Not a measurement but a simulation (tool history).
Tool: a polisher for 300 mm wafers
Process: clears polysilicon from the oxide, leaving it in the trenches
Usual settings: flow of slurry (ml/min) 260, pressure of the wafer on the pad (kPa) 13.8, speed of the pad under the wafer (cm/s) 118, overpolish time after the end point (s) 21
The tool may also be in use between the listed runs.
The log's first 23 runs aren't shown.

| run | day | flow of slurry (ml/min) | pressure of the wafer on the pad (kPa) | speed of the pad under the wafer (cm/s) | overpolish time after the end point (s) | wafers since the last listed run | wafers polished on this pad | hours since the slurry nozzle was cleaned | hours since the head pressure was calibrated | incoming thickness of the incoming film, nm | time until the end point was called (s) |
|---|---|---|---|---|---|---|---|---|---|---|---|
| 24 | 50.9 | 285 | 11.7 | 88 | 28 | 322 | 1778 | 497.5 | 285.2 | 662.6 | 85.9 |
| 25 | 52.742 | 260 | 13.8 | 100 | 8 | 339 | 2118 | 541.7 | 329.4 | 675.5 | 67.5 |
| 26 | 55.096 | 260 | 13.8 | 118 | 21 | 434 | 2552 | 598.2 | 385.9 | 682 | 57.5 |
| 27 | 56.771 | 190 | 13.8 | 118 | 21 | 309 | 2861 | 638.4 | 426.1 | 671.3 | 62.5 |
| 28 | 58.738 | 260 | 13.8 | 118 | 21 | 362 | 3224 | 685.6 | 473.3 | 666.9 | 56.8 |
|  | 59.3 | worn pad replaced by a new one |
| 29 | 60.392 | 260 | 13.8 | 118 | 21 | 274 | 201 | 725.3 | 513 | 663.6 | 55.4 |
| 30 | 63.154 | 345 | 17.9 | 96 | 13 | 509 | 711 | 791.6 | 579.3 | 676.6 | 52.6 |
| 31 | 65.533 | 260 | 17.9 | 150 | 21 | 439 | 1150 | 848.7 | 636.4 | 679.2 | 35.2 |
| 32 | 66.554 | 260 | 13.8 | 118 | 21 | 188 | 1338 | 873.2 | 660.9 | 662 | 57.4 |
|  | 66.767 | slurry nozzle cleaned |
| 33 | 68.858 | 260 | 13.8 | 118 | 21 | 417 | 1756 | 50.2 | 716.2 | 675.8 | 53.4 |
| 34 | 71.054 | 315 | 13.8 | 88 | 11 | 405 | 2161 | 102.9 | 768.9 | 676 | 72.2 |

Forecast each of these 4 alternatives for the next run:
| A | 71.075 | 260 | 13.8 | 118 | 21 | 3 | 2165 | 103.4 | 769.4 | 670.7 | ? |
| B | 71.075 | 260 | 10.3 | 84 | 21 | 3 | 2165 | 103.4 | 769.4 | 670.7 | ? |
| C | 71.075 | 260 | 13.8 | 106 | 21 | 3 | 2165 | 103.4 | 769.4 | 670.7 | ? |
| D | 71.075 | 260 | 10.3 | 156 | 30 | 3 | 2165 | 103.4 | 769.4 | 670.7 | ? |

| run | time until the end point was called (s) |
|---|---|
| A | 53.6 |
| B | 100.4 |
| C | 59.7 |
| D | 54.1 |
Without the tool's hidden state the same runs would have given:
| run | time until the end point was called (s) |
|---|---|
| A | 52.6 |
| B | 98.5 |
| C | 58.5 |
| D | 53 |
